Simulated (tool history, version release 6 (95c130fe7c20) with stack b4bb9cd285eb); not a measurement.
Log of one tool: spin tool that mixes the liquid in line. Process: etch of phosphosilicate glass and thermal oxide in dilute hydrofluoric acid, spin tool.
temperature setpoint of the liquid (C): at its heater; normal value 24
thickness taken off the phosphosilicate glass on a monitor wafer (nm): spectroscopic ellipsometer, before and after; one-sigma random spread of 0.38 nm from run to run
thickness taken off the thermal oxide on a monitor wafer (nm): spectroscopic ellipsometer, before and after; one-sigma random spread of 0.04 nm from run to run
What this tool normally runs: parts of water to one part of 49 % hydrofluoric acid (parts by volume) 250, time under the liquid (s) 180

| run | hour | temperature setpoint of the liquid (C) | parts of water to one part of 49 % hydrofluoric acid (parts by volume) | time under the liquid (s) | read-back film thickness of the phosphosilicate glass reference wafer, read on the same gauge (nm) | read-back film thickness of the thermal oxide reference wafer, read on the same gauge (nm) | thickness taken off the phosphosilicate glass on a monitor wafer (nm) | thickness taken off the thermal oxide on a monitor wafer (nm) |
|---|---|---|---|---|---|---|---|---|
| 1 | 0 | 22.5 | 250 | 250 | 109.99 | 109.972 | 70.69 | 4.258 |
| 2 | 47.1 | 22.5 | 250 | 250 | 109.98 | 109.997 | 70.75 | 4.254 |
| 3 | 107.8 | 22.5 | 250 | 250 | 110 | 109.992 | 71.63 | 4.296 |
| 4 | 143.8 | 26 | 250 | 100 | 110 | 110.018 | 32.08 | 1.955 |
| 5 | 184.3 | 23 | 250 | 180 | 109.99 | 110.01 | 52.7 | 3.174 |
|  | 204.8 | hydrofluoric acid flow meter replaced |
|  | 205.8 | thermometer replaced |
| 6 | 217 | 23 | 250 | 180 | 110.01 | 110.013 | 49.27 | 2.905 |
| 7 | 268.9 | 24 | 250 | 180 | 110.01 | 110.012 | 51.65 | 3.068 |
| 8 | 340 | 24 | 250 | 180 | 109.96 | 110.014 | 51.58 | 2.928 |
|  | 358.9 | gauge calibrated |
| 9 | 385.6 | 24 | 250 | 180 | 109.99 | 110.004 | 51.43 | 3.056 |
| 10 | 426.4 | 24 | 250 | 180 | 110.02 | 110.01 | 51.18 | 3.078 |
| 11 | 454.4 | 24 | 250 | 180 | 110 | 110.02 | 51.4 | 2.997 |
| 12 | 505.5 | 21 | 175 | 135 | 110.01 | 109.997 | 52.88 | 3.202 |
| 13 | 549.8 | 25.5 | 135 | 245 | 110.03 | 110.026 | 157.31 | 9.333 |
| 14 | 589.3 | 28.5 | 250 | 180 | 109.99 | 110.024 | 60.5 | 3.609 |
| 15 | 636.4 | 24 | 250 | 70 | 109.99 | 110 | 19.84 | 1.202 |
| 16 | 706.1 | 24 | 250 | 180 | 110 | 110.021 | 52.25 | 3.099 |
| 17 | 739 | 24 | 300 | 180 | 109.99 | 110.007 | 41.1 | 2.418 |
| 18 | 763.9 | 19.5 | 350 | 105 | 110.02 | 109.98 | 16.59 | 1.007 |
| 19 | 829.2 | 27 | 175 | 255 | 109.99 | 109.993 | 127.06 | 7.504 |

Run 20 comes next. What will it give?
| 20 | 891.4 | 24 | 250 | 180 | ? | ? | ? | ? |

read-back film thickness of the phosphosilicate glass reference wafer, read on the same gauge (nm): 110
read-back film thickness of the thermal oxide reference wafer, read on the same gauge (nm): 110.041
thickness taken off the phosphosilicate glass on a monitor wafer (nm): 52.13
thickness taken off the thermal oxide on a monitor wafer (nm): 3.087
On a tool with no hidden condition, and with the same random variation, this run would have come out at thickness taken off the phosphosilicate glass on a monitor wafer (nm) 50.64, thickness taken off the thermal oxide on a monitor wafer (nm) 2.999.

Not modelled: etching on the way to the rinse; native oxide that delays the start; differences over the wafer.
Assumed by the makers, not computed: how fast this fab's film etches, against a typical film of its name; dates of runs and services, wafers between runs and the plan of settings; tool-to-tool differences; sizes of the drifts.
